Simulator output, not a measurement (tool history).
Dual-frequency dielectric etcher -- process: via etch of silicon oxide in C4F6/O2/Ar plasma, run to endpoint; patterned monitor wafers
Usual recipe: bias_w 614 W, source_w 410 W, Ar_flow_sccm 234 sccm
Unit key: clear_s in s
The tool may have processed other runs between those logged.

run    hour  bias_w  source_w  Ar_flow_sccm  incoming incoming film thickness, nm  clear_s
  1     0.0     614       410           234                                  89.0     16.8
  2    40.0     614       410           234                                  89.1     16.8
  3   143.1     614       410           234                                  89.4     16.5
  4   230.5     614       410           234                                  89.9     16.7
      274.8  -- Ar flow controller replaced
  5   290.1     614       410           234                                  89.4     16.4
  6   354.4     712       410           270                                  89.1     15.5
  7   456.0     614       410           234                                  87.9     16.2
      541.8  -- wet clean of the chamber
  8   555.4     546       410           234                                  89.9     17.9
  9   622.2     614       410           234                                  89.4     16.8
 10   664.2     614       410           234                                  88.0     16.7
 11   746.5     614       410           234                                  90.4     17.1
 12   850.6     722       340           234                                  90.0     16.2
      923.4  -- bias power generator calibrated
 13   926.5     494       480           283                                  89.3     18.1
 14   963.3     652       340           234                                  89.9     17.1
 15  1039.9     614       410           234                                  90.1     16.6
 16  1120.1     722       340           234                                  89.5     16.0
 17  1204.7     717       510           234                                  89.3     14.1
     1248.0  -- source power generator calibrated
     1283.9  -- wet clean of the chamber
     1295.9  -- upper electrode replaced
 18  1296.4     614       410           219                                  88.4     16.7
 19  1362.4     723       440           279                                  89.3     15.4
 20  1401.7     614       510           234                                  90.6     16.0
 21  1486.9     510       470           268                                  88.9     17.9
 22  1584.0     491       410           178                                  89.8     18.3
 23  1674.6     706       340           292                                  88.9     16.5
 24  1742.0     551       410           280                                  88.7     17.8
     1898.3  -- wet clean of the chamber
 25  1965.8     614       500           234                                  88.5     15.5
 26  2028.4     731       310           234                                  88.5     16.3
 27  2113.2     614       410           234                                  88.7     16.3
 28  2214.4     519       370           205                                  90.1     18.3

Each row is a separate what-if for the run after 28, all from the same tool condition, not one after another. Results?
  A  2214.8     614       410           234                                  89.0        ?
  B  2214.8     508       410           187                                  89.0        ?
  C  2214.8     614       350           234                                  89.0        ?
  D  2214.8     614       460           234                                  89.0        ?
  E  2214.8     765       490           213                                  89.0        ?

run  clear_s
  A     16.5
  B     17.7
  C     17.3
  D     15.9
  E     13.7
What these runs would have given with no unlogged condition in the tool:
run  clear_s
  A     16.9
  B     18.2
  C     17.8
  D     16.3
  E     14.1
